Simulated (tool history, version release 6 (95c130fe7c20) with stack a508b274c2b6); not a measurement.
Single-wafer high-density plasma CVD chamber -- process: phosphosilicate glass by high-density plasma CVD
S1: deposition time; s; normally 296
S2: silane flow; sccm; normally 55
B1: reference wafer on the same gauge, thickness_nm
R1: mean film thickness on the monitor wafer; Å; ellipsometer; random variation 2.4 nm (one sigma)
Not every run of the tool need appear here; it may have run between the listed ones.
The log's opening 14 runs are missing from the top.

run	hour	S1	S2	B1	R1
15	174.1	334	55	1850.207	18868.71
16	182.4	296	55	1850.141	16724.88
17	198.8	296	55	1850.285	16755.36
18	206.7	296	55	1849.954	16782.78
19	219.6	296	55	1850.467	16733.37
20	237.4	296	55	1849.728	16776.57
21	254.8	296	55	1849.464	16790.88
22	261.3	281	51	1850.200	15297.91
23	282.1	281	51	1850.386	15294.91
# hour 285.3: gauge calibrated
24	299.6	296	55	1850.335	16761.63
25	312.7	296	63	1849.892	18111.69
26	320.5	250	59	1850.250	14744.41
27	332.4	296	55	1849.481	16794.14
28	339.6	296	55	1850.157	16807.19

Run 29, settings as shown, results not yet in. Your forecast:
29	351.1	257	63	?	?

Run 29 produced B1 1849.962, R1 15753.09 Å.
With no hidden state in the tool, this same run would have given R1 15257.68 Å.
